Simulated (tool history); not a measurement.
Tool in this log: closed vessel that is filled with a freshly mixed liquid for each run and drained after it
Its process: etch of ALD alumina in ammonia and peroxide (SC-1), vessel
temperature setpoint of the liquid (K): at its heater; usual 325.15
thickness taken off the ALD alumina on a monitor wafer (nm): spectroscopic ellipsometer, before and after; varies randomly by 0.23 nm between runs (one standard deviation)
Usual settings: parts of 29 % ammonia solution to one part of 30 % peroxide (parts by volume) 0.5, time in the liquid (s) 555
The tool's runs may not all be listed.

run    hour  temperature setpoint of the liquid (K)  parts of 29 % ammonia solution to one part of 30 % peroxide (parts by volume)  time in the liquid (s)  wafers since the last listed run  hours since the thermometer was replaced  hours since the ammonia flow meter was replaced  hours since the drum of ammonia solution was connected  hours since the gauge calibration  read-back film thickness of the ALD alumina reference wafer, read on the same gauge (nm)  thickness taken off the ALD alumina on a monitor wafer (nm)
  1       0                                  325.15                                                                            0.5                     450                                 0                                    2169.1                                            549.9                                                   455.6                             1422.8                                                                                     93.63                                                        32.51
  2    44.3                                  325.15                                                                           0.55                     765                              4257                                    2213.4                                            594.2                                                   499.9                             1467.1                                                                                     93.65                                                        55.63
  3   145.8                                  325.15                                                                            0.5                     555                              9753                                    2314.9                                            695.7                                                   601.4                             1568.6                                                                                     93.76                                                         40.4
      198.8  -- thermometer replaced
  4   246.6                                  320.65                                                                            0.7                     555                              9590                                      47.8                                            796.5                                                   702.2                             1669.4                                                                                     93.76                                                         32.3
  5   348.1                                  320.65                                                                            0.7                     555                              9753                                     149.3                                              898                                                   803.7                             1770.9                                                                                     93.75                                                        32.17
      413.6  -- gauge calibrated
  6   421.9                                  325.15                                                                            0.5                     555                              7091                                     223.1                                            971.8                                                   877.5                                8.3                                                                                     89.99                                                        38.02
  7   516.2                                  325.15                                                                            0.5                     555                              9061                                     317.4                                           1066.1                                                   971.8                              102.6                                                                                      90.4                                                        38.69
  8   576.1                                  325.15                                                                            0.5                     555                              5756                                     377.3                                             1126                                                  1031.7                              162.5                                                                                     90.62                                                        38.99
      578.5  -- ammonia flow meter replaced
      646.5  -- new drum of ammonia solution connected
  9   658.7                                  320.65                                                                            0.5                     380                              7745                                     459.9                                             80.2                                                    12.2                              245.1                                                                                     90.97                                                        20.53
 10     742                                  325.15                                                                            0.5                     830                              8004                                     543.2                                            163.5                                                    95.5                              328.4                                                                                     91.22                                                        58.15
 11   848.3                                  320.15                                                                            0.5                     555                             10215                                     649.5                                            269.8                                                   201.8                              434.7                                                                                     91.57                                                        29.88
 12   917.9                                  325.15                                                                            0.3                     285                              6688                                     719.1                                            339.4                                                   271.4                              504.3                                                                                     91.73                                                           19
 13  1003.6                                  325.15                                                                            0.5                     555                              8235                                     804.8                                            425.1                                                   357.1                                590                                                                                     91.92                                                        39.21
 14    1089                                  325.15                                                                            0.5                     675                              8206                                     890.2                                            510.5                                                   442.5                              675.4                                                                                     92.13                                                        48.26
 15  1134.1                                  325.15                                                                            0.4                     555                              4333                                     935.3                                            555.6                                                   487.6                              720.5                                                                                     92.18                                                        38.16
 16  1200.1                                  325.15                                                                           0.65                     865                              6342                                    1001.3                                            621.6                                                   553.6                              786.5                                                                                      92.3                                                        62.82
 17  1265.3                                  328.15                                                                            0.4                     340                              6265                                    1066.5                                            686.8                                                   618.8                              851.7                                                                                     92.41                                                        27.61
 18  1447.6                                  333.15                                                                            0.4                     370                             17518                                    1248.8                                            869.1                                                   801.1                               1034                                                                                     92.68                                                        39.29
 19  1489.3                                  325.15                                                                            0.3                     555                              4007                                    1290.5                                            910.8                                                   842.8                             1075.7                                                                                      92.7                                                        37.83
 20  1527.4                                  320.65                                                                            0.5                     555                              3661                                    1328.6                                            948.9                                                   880.9                             1113.8                                                                                     92.68                                                         30.7
     1608.9  -- new drum of ammonia solution connected
 21    1618                                  333.15                                                                            0.4                     370                              8610                                    1419.2                                           1039.5                                                     9.1                             1204.4                                                                                     92.81                                                        39.41
 22  1716.5                                  334.65                                                                            0.7                     555                              9465                                    1517.7                                             1138                                                   107.6                             1302.9                                                                                     92.89                                                        67.26
 23  1781.7                                  325.15                                                                            0.5                     555                              6265                                    1582.9                                           1203.2                                                   172.8                             1368.1                                                                                     92.94                                                        39.21
     1829.2  -- ammonia flow meter replaced
 24  1886.1                                  325.15                                                                            0.5                     330                              9936                                    1687.3                                             56.9                                                   277.2                             1472.5                                                                                     93.02                                                        23.45
 25  1937.6                                  319.65                                                                            0.7                     795                              4948                                    1738.8                                            108.4                                                   328.7                               1524                                                                                     93.07                                                        43.24
 26  2029.9                                  325.15                                                                            0.5                     555                              8869                                    1831.1                                            200.7                                                     421                             1616.3                                                                                     93.15                                                        39.98
 27  2123.4                                  325.15                                                                           0.55                     555                              8984                                    1924.6                                            294.2                                                   514.5                             1709.8                                                                                     93.13                                                         39.8
 28  2188.7                                  315.65                                                                            0.5                     780                              6275                                    1989.9                                            359.5                                                   579.8                             1775.1                                                                                     93.22                                                        32.82
 29  2248.4                                  325.15                                                                            0.5                     555                              5736                                    2049.6                                            419.2                                                   639.5                             1834.8                                                                                     93.22                                                        39.87
 30  2303.8                                  316.65                                                                            0.5                     555                              5323                                      2105                                            474.6                                                   694.9                             1890.2                                                                                     93.22                                                        24.67

Branching from run 30: 3 alternative next runs. What would each branch give?
  A  2304.6                                  325.15                                                                            0.5                     555                                76                                    2105.8                                            475.4                                                   695.7                               1891                                                                                         ?                                                            ?
  B  2304.6                                  332.15                                                                            0.5                     385                                76                                    2105.8                                            475.4                                                   695.7                               1891                                                                                         ?                                                            ?
  C  2304.6                                  331.65                                                                           0.75                     865                                76                                    2105.8                                            475.4                                                   695.7                               1891                                                                                         ?                                                            ?

run  read-back film thickness of the ALD alumina reference wafer, read on the same gauge (nm)  thickness taken off the ALD alumina on a monitor wafer (nm)
  A                                                                                     93.25                                                        39.81
  B                                                                                     93.25                                                        40.01
  C                                                                                     93.25                                                        91.02
Take away the tool's hidden state, keep each run's random variation, and the runs would have read:
run  thickness taken off the ALD alumina on a monitor wafer (nm)
  A                                                        38.43
  B                                                        38.62
  C                                                        87.87

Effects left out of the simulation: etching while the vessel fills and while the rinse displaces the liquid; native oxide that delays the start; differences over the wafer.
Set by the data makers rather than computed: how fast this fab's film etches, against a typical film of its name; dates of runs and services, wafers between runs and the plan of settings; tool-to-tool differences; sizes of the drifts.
